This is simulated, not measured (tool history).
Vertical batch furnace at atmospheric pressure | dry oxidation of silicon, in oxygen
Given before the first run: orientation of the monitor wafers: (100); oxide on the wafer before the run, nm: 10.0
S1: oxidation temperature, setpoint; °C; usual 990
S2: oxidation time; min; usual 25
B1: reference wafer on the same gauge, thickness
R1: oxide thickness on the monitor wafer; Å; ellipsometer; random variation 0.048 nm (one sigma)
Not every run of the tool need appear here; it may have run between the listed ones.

Run 1, hour 0: usual settings but S1 972 °C; B1 30.5. Result: R1 293.3 Å.
Run 2, hour 7.2: usual settings but S1 983 °C; B1 30.49. Result: R1 315.7 Å.
Run 3, hour 18.2: usual settings but S1 983 °C; B1 30.5. Result: R1 316.4 Å.
Run 4, hour 28.7: usual settings but S1 983 °C; B1 30.51. Result: R1 315.2 Å.
Run 5, hour 45.7: usual settings but S1 982 °C; B1 30.51. Result: R1 313.9 Å.
Run 6, hour 88.8: usual settings but S1 982 °C; B1 30.5. Result: R1 313 Å.
Run 7, hour 96.9: usual settings but S1 1006 °C; B1 30.5. Result: R1 383.2 Å.
Run 8, hour 113.1: usual settings but S1 1006 °C; B1 30.48. Result: R1 383.7 Å.
Run 9, hour 128.1: usual settings but S1 1006 °C; B1 30.49. Result: R1 382.6 Å.
Run 10, hour 144.5: usual settings but S2 33.5 min; B1 30.5. Result: R1 388.3 Å.
Run 11, hour 160.4: usual settings but S2 33.5 min; B1 30.51. Result: R1 387.1 Å.
Run 12, hour 166.5: usual settings but S2 33.5 min; B1 30.51. Result: R1 387.3 Å.
At hour 201.9: boat lift adjusted.
Run 13, hour 202.4: usual settings but S2 19.5 min; B1 30.51. Result: R1 299.4 Å.
Run 14, hour 206.8: usual settings; B1 30.51. Result: R1 335.5 Å.
Run 15, hour 211.2: usual settings; B1 30.5. Result: R1 334.6 Å.
Run 16, hour 219.9: usual settings but S2 31 min; B1 30.5. Result: R1 372.6 Å.
Run 17, hour 234.4: usual settings but S2 31 min; B1 30.5. Result: R1 372.7 Å.
At hour 267.1: thermocouples replaced and temperature profile calibrated.
Run 18, hour 267.6: usual settings but S2 31 min; B1 30.5. Result: R1 359.2 Å.
Run 19, hour 272: usual settings but S2 29.5 min; B1 30.49. Result: R1 350.3 Å.
Run 20, hour 276.4: usual settings but S1 975 °C, S2 18.5 min; B1 30.51. Result: R1 254.3 Å.
Run 21, hour 280.8: usual settings but S1 1008 °C, S2 15.5 min; B1 30.5. Result: R1 300.7 Å.
Run 22, hour 289.7: usual settings but S2 36.5 min; B1 30.51. Result: R1 392.4 Å.
Run 23, hour 306.8: usual settings; B1 30.52. Result: R1 324.1 Å.
Run 24, hour 316.7: usual settings but S1 1003 °C, S2 28.5 min; B1 30.51. Result: R1 386.3 Å.
Run 25, hour 330: usual settings; B1 30.49. Result: R1 324.1 Å.
Run 26, hour 338.2: usual settings; B1 30.5. Result: R1 323.2 Å.
Run 27, hour 355.6: usual settings but S1 1012 °C; B1 30.48. Result: R1 389.6 Å.
Run 28, hour 365.2: usual settings but S1 1008 °C, S2 29.5 min; B1 30.5. Result: R1 409.6 Å.
Run 29, hour 377.2: usual settings but S1 1015 °C, S2 20 min; B1 30.51. Result: R1 357.3 Å.
Run 30, hour 389.8: usual settings but S1 1006 °C; B1 30.52. Result: R1 370.8 Å.
Run 31, hour 398.2: usual settings but S1 971 °C; B1 30.5. Result: R1 285.8 Å.
At hour 429.9: gauge calibrated.
Run 32, hour 448: usual settings but S1 999 °C; B1 30.51. Result: R1 349.3 Å.
Run 33, hour 464.9: usual settings but S1 999 °C, S2 30 min; B1 30.5. Result: R1 383.3 Å.
Run 34, hour 481.1: usual settings; B1 30.5. Result: R1 324.5 Å.
Run 35, hour 489.3: usual settings but S1 1004 °C, S2 21.5 min; B1 30.5. Result: R1 338.7 Å.
Run 36, hour 497.4: usual settings; B1 30.51. Result: R1 324 Å.
Run 37, hour 512.9: usual settings but S1 1004 °C, S2 21.5 min; B1 30.51. Result: R1 339.7 Å.
Run 38, hour 523.9: usual settings but S1 1007 °C; B1 30.48. Result: R1 373.8 Å.
Run 39, hour 531.7: usual settings but S1 999 °C, S2 30 min; B1 30.49. Result: R1 383.1 Å.
Run 40, hour 549.4: usual settings but S1 1005 °C, S2 35.5 min; B1 30.5. Result: R1 440.9 Å.

The same runs without the tool's hidden state, with the same run-to-run variation:
The tool's hidden condition here consists of: true tube temperature minus thermocouple reading, K; monitor wafer colder than the profiled boat position, K; gauge reads high (%).
run     R1
  1  285.6
  2  305.2
  3  305.8
  4  304.6
  5  303.5
  6  302.6
  7  368.4
  8  368.9
  9  367.8
 10  372.7
 11  371.5
 12  371.7
 13  287.8
 14  322.2
 15  321.3
 16  357.5
 17  357.6
 18  357.5
 19  348.6
 20  253.5
 21  299.3
 22  390.4
 23  322.5
 24  384.2
 25  322.4
 26  321.5
 27  387.4
 28  407.2
 29  355.4
 30  368.6
 31  284.7
 32    347
 33  380.6
 34  322.4
 35  336.4
 36  321.8
 37  337.4
 38  371.1
 39  380.2
 40  437.5
